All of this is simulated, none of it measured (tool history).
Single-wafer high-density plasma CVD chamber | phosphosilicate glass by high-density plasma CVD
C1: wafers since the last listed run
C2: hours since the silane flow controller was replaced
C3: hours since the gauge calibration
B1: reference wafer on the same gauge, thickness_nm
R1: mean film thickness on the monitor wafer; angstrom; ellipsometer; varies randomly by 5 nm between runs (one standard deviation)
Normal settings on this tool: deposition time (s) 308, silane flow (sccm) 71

{"run": 1, "hour": 0.0, "deposition time (s)": 308, "silane flow (sccm)": 71, "C1": 0, "C2": 889.8, "C3": 867.9, "B1": 1770.265, "R1": 18266.64}
{"run": 2, "hour": 61.8, "deposition time (s)": 280, "silane flow (sccm)": 71, "C1": 325, "C2": 951.6, "C3": 929.7, "B1": 1771.072, "R1": 16662.88}
{"run": 3, "hour": 89.9, "deposition time (s)": 280, "silane flow (sccm)": 71, "C1": 147, "C2": 979.7, "C3": 957.8, "B1": 1770.509, "R1": 16670.33}
{"run": 4, "hour": 116.9, "deposition time (s)": 280, "silane flow (sccm)": 71, "C1": 142, "C2": 1006.7, "C3": 984.8, "B1": 1769.415, "R1": 16579.6}
{"run": 5, "hour": 182.7, "deposition time (s)": 293, "silane flow (sccm)": 71, "C1": 346, "C2": 1072.5, "C3": 1050.6, "B1": 1769.727, "R1": 17372.92}
{"run": 6, "hour": 244.1, "deposition time (s)": 338, "silane flow (sccm)": 60, "C1": 323, "C2": 1133.9, "C3": 1112, "B1": 1771.031, "R1": 17473.36}
{"run": 7, "hour": 298.1, "deposition time (s)": 338, "silane flow (sccm)": 60, "C1": 284, "C2": 1187.9, "C3": 1166, "B1": 1770.312, "R1": 17410.28}
{"run": 8, "hour": 331.3, "deposition time (s)": 338, "silane flow (sccm)": 60, "C1": 174, "C2": 1221.1, "C3": 1199.2, "B1": 1771.949, "R1": 17375.7}
{"run": 9, "hour": 538.3, "deposition time (s)": 308, "silane flow (sccm)": 71, "C1": 1089, "C2": 1428.1, "C3": 1406.2, "B1": 1770.042, "R1": 18385.87}
{"run": 10, "hour": 587.5, "deposition time (s)": 308, "silane flow (sccm)": 71, "C1": 259, "C2": 1477.3, "C3": 1455.4, "B1": 1769.791, "R1": 18367.25}
{"hour": 673.2, "done": "gauge calibrated"}
{"run": 11, "hour": 792.8, "deposition time (s)": 308, "silane flow (sccm)": 71, "C1": 1080, "C2": 1682.6, "C3": 119.6, "B1": 1770.356, "R1": 18459.43}
{"run": 12, "hour": 907.8, "deposition time (s)": 308, "silane flow (sccm)": 71, "C1": 605, "C2": 1797.6, "C3": 234.6, "B1": 1771.362, "R1": 18420.69}
{"run": 13, "hour": 951.6, "deposition time (s)": 352, "silane flow (sccm)": 71, "C1": 230, "C2": 1841.4, "C3": 278.4, "B1": 1771.853, "R1": 21076.65}
{"run": 14, "hour": 1054.5, "deposition time (s)": 352, "silane flow (sccm)": 71, "C1": 541, "C2": 1944.3, "C3": 381.3, "B1": 1770.281, "R1": 21107.65}
{"run": 15, "hour": 1106.6, "deposition time (s)": 269, "silane flow (sccm)": 63, "C1": 274, "C2": 1996.4, "C3": 433.4, "B1": 1768.952, "R1": 14611.84}
{"run": 16, "hour": 1168.5, "deposition time (s)": 276, "silane flow (sccm)": 65, "C1": 325, "C2": 2058.3, "C3": 495.3, "B1": 1770.425, "R1": 15387.52}
{"run": 17, "hour": 1201.8, "deposition time (s)": 308, "silane flow (sccm)": 57, "C1": 175, "C2": 2091.6, "C3": 528.6, "B1": 1769.704, "R1": 15368.6}
{"hour": 1248.4, "done": "silane flow controller replaced"}
{"run": 18, "hour": 1248.9, "deposition time (s)": 342, "silane flow (sccm)": 71, "C1": 205, "C2": 0.5, "C3": 575.7, "B1": 1769.624, "R1": 20110.65}
{"run": 19, "hour": 1310.5, "deposition time (s)": 308, "silane flow (sccm)": 77, "C1": 324, "C2": 62.1, "C3": 637.3, "B1": 1770.524, "R1": 19528.51}

What will run 20 give?
{"run": 20, "hour": 1364.8, "deposition time (s)": 250, "silane flow (sccm)": 80, "C1": 285, "C2": 116.4, "C3": 691.6, "B1": "?", "R1": "?"}

B1: 1770.299
R1: 16391.52 angstrom
The same run, on a tool lacking any hidden state, would have yielded R1 16368.41 angstrom.
